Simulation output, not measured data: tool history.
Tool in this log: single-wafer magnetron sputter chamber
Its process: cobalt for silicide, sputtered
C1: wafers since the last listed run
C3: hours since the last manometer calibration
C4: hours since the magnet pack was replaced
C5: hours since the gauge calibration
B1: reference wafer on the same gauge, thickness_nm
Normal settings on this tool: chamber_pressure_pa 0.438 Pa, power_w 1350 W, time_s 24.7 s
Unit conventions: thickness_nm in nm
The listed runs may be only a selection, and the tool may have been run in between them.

{"run": 1, "hour": 0.0, "chamber_pressure_pa": 0.438, "power_w": 1350, "time_s": 24.7, "C1": 0, "wafers on the sputter target": 4872, "C3": 1277.8, "C4": 10730.0, "C5": 842.3, "B1": 16.198, "thickness_nm": 15.182}
{"run": 2, "hour": 40.6, "chamber_pressure_pa": 0.438, "power_w": 1350, "time_s": 24.7, "C1": 605, "wafers on the sputter target": 5477, "C3": 1318.4, "C4": 10770.6, "C5": 882.9, "B1": 16.202, "thickness_nm": 15.162}
{"hour": 58.7, "done": "sputter target and shields replaced"}
{"run": 3, "hour": 106.2, "chamber_pressure_pa": 0.438, "power_w": 1350, "time_s": 24.7, "C1": 858, "wafers on the sputter target": 707, "C3": 1384.0, "C4": 10836.2, "C5": 948.5, "B1": 16.2, "thickness_nm": 15.414}
{"run": 4, "hour": 131.7, "chamber_pressure_pa": 0.438, "power_w": 1350, "time_s": 24.7, "C1": 380, "wafers on the sputter target": 1087, "C3": 1409.5, "C4": 10861.7, "C5": 974.0, "B1": 16.187, "thickness_nm": 15.421}
{"run": 5, "hour": 175.2, "chamber_pressure_pa": 0.438, "power_w": 1350, "time_s": 24.7, "C1": 648, "wafers on the sputter target": 1736, "C3": 1453.0, "C4": 10905.2, "C5": 1017.5, "B1": 16.193, "thickness_nm": 15.348}
{"run": 6, "hour": 202.6, "chamber_pressure_pa": 0.438, "power_w": 1350, "time_s": 27.8, "C1": 408, "wafers on the sputter target": 2144, "C3": 1480.4, "C4": 10932.6, "C5": 1044.9, "B1": 16.208, "thickness_nm": 17.277}
{"run": 7, "hour": 254.5, "chamber_pressure_pa": 0.438, "power_w": 1350, "time_s": 27.8, "C1": 773, "wafers on the sputter target": 2918, "C3": 1532.3, "C4": 10984.5, "C5": 1096.8, "B1": 16.197, "thickness_nm": 17.21}
{"run": 8, "hour": 302.2, "chamber_pressure_pa": 0.438, "power_w": 1350, "time_s": 27.8, "C1": 711, "wafers on the sputter target": 3629, "C3": 1580.0, "C4": 11032.2, "C5": 1144.5, "B1": 16.198, "thickness_nm": 17.21}
{"run": 9, "hour": 366.3, "chamber_pressure_pa": 0.438, "power_w": 1350, "time_s": 24.7, "C1": 955, "wafers on the sputter target": 4584, "C3": 1644.1, "C4": 11096.3, "C5": 1208.6, "B1": 16.195, "thickness_nm": 15.242}
{"hour": 376.0, "done": "sputter target and shields replaced"}
{"run": 10, "hour": 421.4, "chamber_pressure_pa": 0.438, "power_w": 1350, "time_s": 24.7, "C1": 702, "wafers on the sputter target": 676, "C3": 1699.2, "C4": 11151.4, "C5": 1263.7, "B1": 16.19, "thickness_nm": 15.427}
{"run": 11, "hour": 455.9, "chamber_pressure_pa": 0.438, "power_w": 1350, "time_s": 24.7, "C1": 514, "wafers on the sputter target": 1191, "C3": 1733.7, "C4": 11185.9, "C5": 1298.2, "B1": 16.189, "thickness_nm": 15.456}
{"run": 12, "hour": 498.8, "chamber_pressure_pa": 0.438, "power_w": 1350, "time_s": 24.7, "C1": 639, "wafers on the sputter target": 1830, "C3": 1776.6, "C4": 11228.8, "C5": 1341.1, "B1": 16.196, "thickness_nm": 15.48}
{"hour": 519.3, "done": "magnet pack replaced"}
{"run": 13, "hour": 529.1, "chamber_pressure_pa": 0.438, "power_w": 1350, "time_s": 24.7, "C1": 332, "wafers on the sputter target": 2163, "C3": 1806.9, "C4": 9.8, "C5": 1371.4, "B1": 16.212, "thickness_nm": 15.381}
{"run": 14, "hour": 561.3, "chamber_pressure_pa": 0.438, "power_w": 1350, "time_s": 24.7, "C1": 479, "wafers on the sputter target": 2643, "C3": 1839.1, "C4": 42.0, "C5": 1403.6, "B1": 16.206, "thickness_nm": 15.332}
{"run": 15, "hour": 589.0, "chamber_pressure_pa": 0.322, "power_w": 1050, "time_s": 28.1, "C1": 412, "wafers on the sputter target": 3056, "C3": 1866.8, "C4": 69.7, "C5": 1431.3, "B1": 16.191, "thickness_nm": 14.126}
{"hour": 591.0, "done": "gauge calibrated"}
{"run": 16, "hour": 624.8, "chamber_pressure_pa": 0.438, "power_w": 1100, "time_s": 22.4, "C1": 533, "wafers on the sputter target": 3589, "C3": 1902.6, "C4": 105.5, "C5": 33.8, "B1": 16.199, "thickness_nm": 11.266}
{"run": 17, "hour": 690.6, "chamber_pressure_pa": 0.438, "power_w": 1350, "time_s": 24.7, "C1": 980, "wafers on the sputter target": 4570, "C3": 1968.4, "C4": 171.3, "C5": 99.6, "B1": 16.196, "thickness_nm": 15.212}
{"hour": 714.1, "done": "sputter target and shields replaced"}
{"run": 18, "hour": 736.0, "chamber_pressure_pa": 0.438, "power_w": 1350, "time_s": 24.7, "C1": 557, "wafers on the sputter target": 326, "C3": 2013.8, "C4": 216.7, "C5": 145.0, "B1": 16.202, "thickness_nm": 15.49}
{"run": 19, "hour": 803.8, "chamber_pressure_pa": 0.559, "power_w": 1200, "time_s": 29.2, "C1": 1010, "wafers on the sputter target": 1337, "C3": 2081.6, "C4": 284.5, "C5": 212.8, "B1": 16.192, "thickness_nm": 15.61}
{"run": 20, "hour": 869.6, "chamber_pressure_pa": 0.331, "power_w": 1350, "time_s": 24.7, "C1": 980, "wafers on the sputter target": 2318, "C3": 2147.4, "C4": 350.3, "C5": 278.6, "B1": 16.198, "thickness_nm": 15.96}
{"run": 21, "hour": 895.2, "chamber_pressure_pa": 0.438, "power_w": 1350, "time_s": 24.7, "C1": 381, "wafers on the sputter target": 2699, "C3": 2173.0, "C4": 375.9, "C5": 304.2, "B1": 16.193, "thickness_nm": 15.364}
{"hour": 943.7, "done": "capacitance manometer re-zeroed and calibrated"}
{"run": 22, "hour": 944.2, "chamber_pressure_pa": 0.546, "power_w": 1350, "time_s": 28.8, "C1": 611, "wafers on the sputter target": 3311, "C3": 0.5, "C4": 424.9, "C5": 353.2, "B1": 16.206, "thickness_nm": 17.753}
{"run": 23, "hour": 966.0, "chamber_pressure_pa": 0.438, "power_w": 1350, "time_s": 24.7, "C1": 324, "wafers on the sputter target": 3636, "C3": 22.3, "C4": 446.7, "C5": 375.0, "B1": 16.203, "thickness_nm": 15.584}
{"run": 24, "hour": 1028.3, "chamber_pressure_pa": 0.438, "power_w": 1350, "time_s": 24.7, "C1": 928, "wafers on the sputter target": 4564, "C3": 84.6, "C4": 509.0, "C5": 437.3, "B1": 16.194, "thickness_nm": 15.508}
{"hour": 1053.9, "done": "sputter target and shields replaced"}
{"run": 25, "hour": 1072.0, "chamber_pressure_pa": 0.438, "power_w": 1500, "time_s": 24.7, "C1": 532, "wafers on the sputter target": 269, "C3": 128.3, "C4": 552.7, "C5": 481.0, "B1": 16.195, "thickness_nm": 17.426}
{"run": 26, "hour": 1121.5, "chamber_pressure_pa": 0.321, "power_w": 1200, "time_s": 28.5, "C1": 737, "wafers on the sputter target": 1007, "C3": 177.8, "C4": 602.2, "C5": 530.5, "B1": 16.202, "thickness_nm": 16.672}
{"run": 27, "hour": 1162.3, "chamber_pressure_pa": 0.613, "power_w": 1450, "time_s": 23.0, "C1": 608, "wafers on the sputter target": 1615, "C3": 218.6, "C4": 643.0, "C5": 571.3, "B1": 16.2, "thickness_nm": 14.885}
{"run": 28, "hour": 1232.1, "chamber_pressure_pa": 0.438, "power_w": 1350, "time_s": 24.7, "C1": 1040, "wafers on the sputter target": 2656, "C3": 288.4, "C4": 712.8, "C5": 641.1, "B1": 16.201, "thickness_nm": 15.546}
{"run": 29, "hour": 1265.9, "chamber_pressure_pa": 0.499, "power_w": 1100, "time_s": 24.7, "C1": 503, "wafers on the sputter target": 3159, "C3": 322.2, "C4": 746.6, "C5": 674.9, "B1": 16.209, "thickness_nm": 12.406}

Some steps in thickness_nm, run to run, broken into two amounts with sign: the step expected even without the hidden condition (settings, incoming material, random variation), and the rest, left for the hidden condition together with whatever gauge scatter is not in both the measured and the hidden-condition-free result:
What the log doesn't record here: deposition rate above that of a new target (%); true argon pressure above the setpoint (%); gauge reads high (%).
Run 2 -> 3: sputter target and shields replaced. thickness_nm +0.252 nm: hidden state +0.281, all else -0.029.
Run 9 -> 10: sputter target and shields replaced. thickness_nm +0.185 nm: hidden state +0.273, all else -0.088.
Run 16 -> 17: power_w 1100 -> 1350, time_s 22.4 -> 24.7. thickness_nm +3.946 nm: hidden state -0.214, all else +4.160.
Run 28 -> 29: chamber_pressure_pa 0.438 -> 0.499, power_w 1350 -> 1100. thickness_nm -3.140 nm: hidden state -0.004, all else -3.136.

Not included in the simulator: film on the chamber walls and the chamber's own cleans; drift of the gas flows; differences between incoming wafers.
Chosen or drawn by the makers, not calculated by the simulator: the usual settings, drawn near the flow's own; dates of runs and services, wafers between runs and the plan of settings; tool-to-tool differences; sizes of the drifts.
